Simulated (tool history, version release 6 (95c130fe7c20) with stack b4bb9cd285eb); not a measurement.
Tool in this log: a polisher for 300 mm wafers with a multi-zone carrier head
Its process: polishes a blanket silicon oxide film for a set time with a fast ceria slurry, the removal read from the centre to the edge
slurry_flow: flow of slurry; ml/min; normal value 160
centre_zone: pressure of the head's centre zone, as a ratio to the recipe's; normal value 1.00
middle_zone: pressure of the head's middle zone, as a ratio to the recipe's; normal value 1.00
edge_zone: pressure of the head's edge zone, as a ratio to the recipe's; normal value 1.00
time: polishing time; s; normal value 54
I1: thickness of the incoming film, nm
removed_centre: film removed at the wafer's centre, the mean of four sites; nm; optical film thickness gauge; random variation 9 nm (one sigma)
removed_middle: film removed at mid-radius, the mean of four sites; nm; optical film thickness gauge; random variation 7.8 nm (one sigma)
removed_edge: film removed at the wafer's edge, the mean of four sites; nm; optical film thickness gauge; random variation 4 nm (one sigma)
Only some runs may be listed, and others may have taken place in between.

Run 1, hour 0.0: usual settings but centre_zone 1.11, edge_zone 0.90, time 61 s; I1 3157.9. Result: removed_centre 715.9 nm, removed_middle 665.6 nm, removed_edge 641.6 nm.
At hour 9.3: carrier head's membrane replaced by a new one.
Run 2, hour 9.8: usual settings; I1 3055.1. Result: removed_centre 578.8 nm, removed_middle 576.9 nm, removed_edge 591.6 nm.
At hour 13.7: slurry nozzle cleaned.
At hour 14.0: centre zone pressure recalibrated.
Run 3, hour 16.0: usual settings but middle_zone 0.93, time 48 s; I1 3155.2. Result: removed_centre 510.9 nm, removed_middle 479.4 nm, removed_edge 523.0 nm.
Run 4, hour 26.6: usual settings; I1 3050.7. Result: removed_centre 576.6 nm, removed_middle 569.8 nm, removed_edge 571.1 nm.
Run 5, hour 36.7: usual settings but middle_zone 0.89, edge_zone 0.93; I1 3077.1. Result: removed_centre 569.4 nm, removed_middle 523.1 nm, removed_edge 553.6 nm.
Run 6, hour 51.1: usual settings; I1 3098.5. Result: removed_centre 553.0 nm, removed_middle 541.7 nm, removed_edge 559.3 nm.
Run 7, hour 58.9: usual settings but centre_zone 1.09, middle_zone 1.04, edge_zone 0.91, time 70 s; I1 3135.9. Result: removed_centre 742.1 nm, removed_middle 708.6 nm, removed_edge 685.8 nm.
At hour 65.9: worn pad replaced by a new one.
Run 8, hour 67.6: usual settings but slurry_flow 190 ml/min, centre_zone 1.04; I1 3060.5. Result: removed_centre 632.6 nm, removed_middle 625.3 nm, removed_edge 642.2 nm.
Run 9, hour 82.0: usual settings but time 59 s; I1 3121.6. Result: removed_centre 681.4 nm, removed_middle 654.2 nm, removed_edge 678.0 nm.
Run 10, hour 89.6: usual settings but slurry_flow 135 ml/min; I1 3039.0. Result: removed_centre 596.7 nm, removed_middle 592.1 nm, removed_edge 602.3 nm.
Run 11, hour 98.6: usual settings but centre_zone 0.94, edge_zone 0.95; I1 3106.2. Result: removed_centre 584.9 nm, removed_middle 590.9 nm, removed_edge 591.0 nm.
Run 12, hour 113.0: usual settings but centre_zone 0.89, edge_zone 0.88; I1 3101.6. Result: removed_centre 539.9 nm, removed_middle 582.6 nm, removed_edge 566.4 nm.
Run 13, hour 128.3: usual settings but middle_zone 0.89, edge_zone 1.04, time 42 s; I1 3088.2. Result: removed_centre 461.1 nm, removed_middle 413.2 nm, removed_edge 464.0 nm.
Run 14, hour 134.9: usual settings but slurry_flow 110 ml/min, time 47 s; I1 3146.2. Result: removed_centre 480.6 nm, removed_middle 476.2 nm, removed_edge 496.3 nm.
Run 15, hour 142.9: usual settings but time 45 s; I1 3128.2. Result: removed_centre 472.1 nm, removed_middle 453.6 nm, removed_edge 477.7 nm.
Run 16, hour 154.4: usual settings but centre_zone 0.92; I1 3049.2. Result: removed_centre 521.9 nm, removed_middle 542.5 nm, removed_edge 564.8 nm.
Run 17, hour 163.3: usual settings but centre_zone 1.03, middle_zone 0.92; I1 3098.1. Result: removed_centre 561.8 nm, removed_middle 521.7 nm, removed_edge 555.9 nm.
At hour 171.6: worn pad replaced by a new one.
Run 18, hour 172.1: usual settings but centre_zone 0.89, edge_zone 0.88; I1 3096.8. Result: removed_centre 573.2 nm, removed_middle 612.2 nm, removed_edge 600.6 nm.
Run 19, hour 187.0: usual settings but slurry_flow 180 ml/min, edge_zone 0.97; I1 3068.2. Result: removed_centre 619.2 nm, removed_middle 606.9 nm, removed_edge 616.3 nm.
Run 20, hour 204.2: usual settings but edge_zone 0.90; I1 3098.5. Result: removed_centre 605.4 nm, removed_middle 586.9 nm, removed_edge 579.5 nm.
Run 21, hour 210.9: usual settings but edge_zone 0.92; I1 3122.7. Result: removed_centre 606.1 nm, removed_middle 583.6 nm, removed_edge 574.6 nm.

5 options for the next run, each taken on its own from the tool as it stands now. Forecast them:
Run A, hour 211.3: usual settings but slurry_flow 105 ml/min; I1 3132.7. Result: removed_centre ?, removed_middle ?, removed_edge ?.
Run B, hour 211.3: usual settings but centre_zone 1.06, middle_zone 1.09, edge_zone 0.89, time 72 s; I1 3132.7. Result: removed_centre ?, removed_middle ?, removed_edge ?.
Run C, hour 211.3: usual settings but middle_zone 0.93; I1 3132.7. Result: removed_centre ?, removed_middle ?, removed_edge ?.
Run D, hour 211.3: usual settings but centre_zone 0.89, middle_zone 1.07, time 71 s; I1 3132.7. Result: removed_centre ?, removed_middle ?, removed_edge ?.
Run E, hour 211.3: usual settings but centre_zone 0.89, edge_zone 1.09, time 60 s; I1 3132.7. Result: removed_centre ?, removed_middle ?, removed_edge ?.

run  removed_centre  removed_middle  removed_edge
  A           563.7           573.7         576.2
  B           822.3           840.1         750.9
  C           593.6           577.6         595.6
  D           726.5           820.2         782.2
  E           613.7           667.5         690.1
With the hidden condition removed and each run's random variation left untouched, the same runs would have given:
run  removed_centre  removed_middle  removed_edge
  A           593.0           603.5         606.1
  B           865.0           883.8         789.9
  C           624.5           607.7         626.6
  D           764.2           862.8         822.8
  E           645.6           702.2         726.0
